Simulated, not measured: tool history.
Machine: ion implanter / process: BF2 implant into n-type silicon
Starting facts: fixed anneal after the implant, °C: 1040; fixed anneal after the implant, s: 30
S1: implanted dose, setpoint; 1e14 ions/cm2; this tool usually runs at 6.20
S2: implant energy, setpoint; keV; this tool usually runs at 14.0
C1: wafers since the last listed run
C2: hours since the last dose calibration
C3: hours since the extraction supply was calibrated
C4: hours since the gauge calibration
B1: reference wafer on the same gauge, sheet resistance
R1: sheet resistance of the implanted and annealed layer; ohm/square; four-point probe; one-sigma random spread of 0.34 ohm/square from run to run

Run 1, hour 0.0: usual settings but S2 11.0 keV; C1 0; C2 2085.2; C3 7069.1; C4 134.2; B1 241.00. Result: R1 243.93 ohm/square.
Run 2, hour 8.3: usual settings but S2 11.0 keV; C1 94; C2 2093.5; C3 7077.4; C4 142.5; B1 241.02. Result: R1 244.56 ohm/square.
Run 3, hour 21.6: usual settings; C1 151; C2 2106.8; C3 7090.7; C4 155.8; B1 240.99. Result: R1 233.95 ohm/square.
Run 4, hour 34.9: usual settings; C1 151; C2 2120.1; C3 7104.0; C4 169.1; B1 240.99. Result: R1 234.13 ohm/square.
Run 5, hour 82.2: usual settings; C1 538; C2 2167.4; C3 7151.3; C4 216.4; B1 240.88. Result: R1 235.03 ohm/square.
Run 6, hour 88.8: usual settings; C1 75; C2 2174.0; C3 7157.9; C4 223.0; B1 241.16. Result: R1 234.55 ohm/square.
Run 7, hour 105.6: usual settings; C1 191; C2 2190.8; C3 7174.7; C4 239.8; B1 240.89. Result: R1 234.51 ohm/square.
Run 8, hour 119.6: usual settings but S1 6.91 1e14 ions/cm2; C1 159; C2 2204.8; C3 7188.7; C4 253.8; B1 240.94. Result: R1 216.47 ohm/square.
Run 9, hour 129.7: usual settings; C1 114; C2 2214.9; C3 7198.8; C4 263.9; B1 240.93. Result: R1 234.86 ohm/square.
Run 10, hour 144.2: usual settings; C1 164; C2 2229.4; C3 7213.3; C4 278.4; B1 240.92. Result: R1 234.66 ohm/square.
Run 11, hour 157.4: usual settings; C1 150; C2 2242.6; C3 7226.5; C4 291.6; B1 240.96. Result: R1 234.58 ohm/square.
Run 12, hour 172.1: usual settings; C1 167; C2 2257.3; C3 7241.2; C4 306.3; B1 240.96. Result: R1 234.64 ohm/square.
Run 13, hour 183.3: usual settings; C1 127; C2 2268.5; C3 7252.4; C4 317.5; B1 240.91. Result: R1 234.49 ohm/square.
At hour 197.5: extraction supply calibrated.
Run 14, hour 198.0: usual settings but S2 10.5 keV; C1 76; C2 2283.2; C3 0.5; C4 332.2; B1 240.99. Result: R1 246.75 ohm/square.
Run 15, hour 206.8: usual settings but S2 10.5 keV; C1 100; C2 2292.0; C3 9.3; C4 341.0; B1 241.00. Result: R1 246.61 ohm/square.
Run 16, hour 222.3: usual settings; C1 176; C2 2307.5; C3 24.8; C4 356.5; B1 240.95. Result: R1 234.66 ohm/square.
Run 17, hour 233.2: usual settings but S1 7.96 1e14 ions/cm2; C1 124; C2 2318.4; C3 35.7; C4 367.4; B1 240.96. Result: R1 197.61 ohm/square.
Run 18, hour 239.5: usual settings; C1 71; C2 2324.7; C3 42.0; C4 373.7; B1 240.96. Result: R1 234.32 ohm/square.
Run 19, hour 250.2: usual settings but S1 4.68 1e14 ions/cm2, S2 12.0 keV; C1 121; C2 2335.4; C3 52.7; C4 384.4; B1 241.14. Result: R1 299.03 ohm/square.
Run 20, hour 281.2: usual settings but S1 4.63 1e14 ions/cm2, S2 9.5 keV; C1 352; C2 2366.4; C3 83.7; C4 415.4; B1 241.10. Result: R1 312.81 ohm/square.
Run 21, hour 288.3: usual settings; C1 80; C2 2373.5; C3 90.8; C4 422.5; B1 240.94. Result: R1 235.68 ohm/square.
Run 22, hour 302.8: usual settings; C1 164; C2 2388.0; C3 105.3; C4 437.0; B1 240.95. Result: R1 235.00 ohm/square.
At hour 314.6: Faraday cup replaced and dose calibrated.
Run 23, hour 315.1: usual settings but S1 5.20 1e14 ions/cm2, S2 10.5 keV; C1 48; C2 0.5; C3 117.6; C4 449.3; B1 241.05. Result: R1 269.19 ohm/square.
Run 24, hour 325.3: usual settings but S1 7.71 1e14 ions/cm2, S2 15.5 keV; C1 116; C2 10.7; C3 127.8; C4 459.5; B1 241.09. Result: R1 190.04 ohm/square.
At hour 332.8: gauge calibrated.
Run 25, hour 339.3: usual settings; C1 159; C2 24.7; C3 141.8; C4 6.5; B1 240.94. Result: R1 225.38 ohm/square.
Run 26, hour 353.0: usual settings; C1 155; C2 38.4; C3 155.5; C4 20.2; B1 240.93. Result: R1 226.01 ohm/square.
Run 27, hour 363.3: usual settings but S1 4.59 1e14 ions/cm2, S2 17.0 keV; C1 117; C2 48.7; C3 165.8; C4 30.5; B1 240.98. Result: R1 278.94 ohm/square.
Run 28, hour 377.1: usual settings; C1 157; C2 62.5; C3 179.6; C4 44.3; B1 241.00. Result: R1 225.94 ohm/square.
Run 29, hour 386.7: usual settings but S1 6.94 1e14 ions/cm2, S2 18.5 keV; C1 109; C2 72.1; C3 189.2; C4 53.9; B1 240.99. Result: R1 199.06 ohm/square.

Run 30 comes next. What will it give?
Run 30, hour 396.3: usual settings but S1 5.10 1e14 ions/cm2, S2 17.0 keV; C1 109; C2 81.7; C3 198.8; C4 63.5; B1 ?. Result: R1 ?.

Run 30 yielded B1 240.99, R1 254.99 ohm/square.
With the hidden condition absent and the run-to-run variation left alone, this run would have shown R1 255.98 ohm/square.

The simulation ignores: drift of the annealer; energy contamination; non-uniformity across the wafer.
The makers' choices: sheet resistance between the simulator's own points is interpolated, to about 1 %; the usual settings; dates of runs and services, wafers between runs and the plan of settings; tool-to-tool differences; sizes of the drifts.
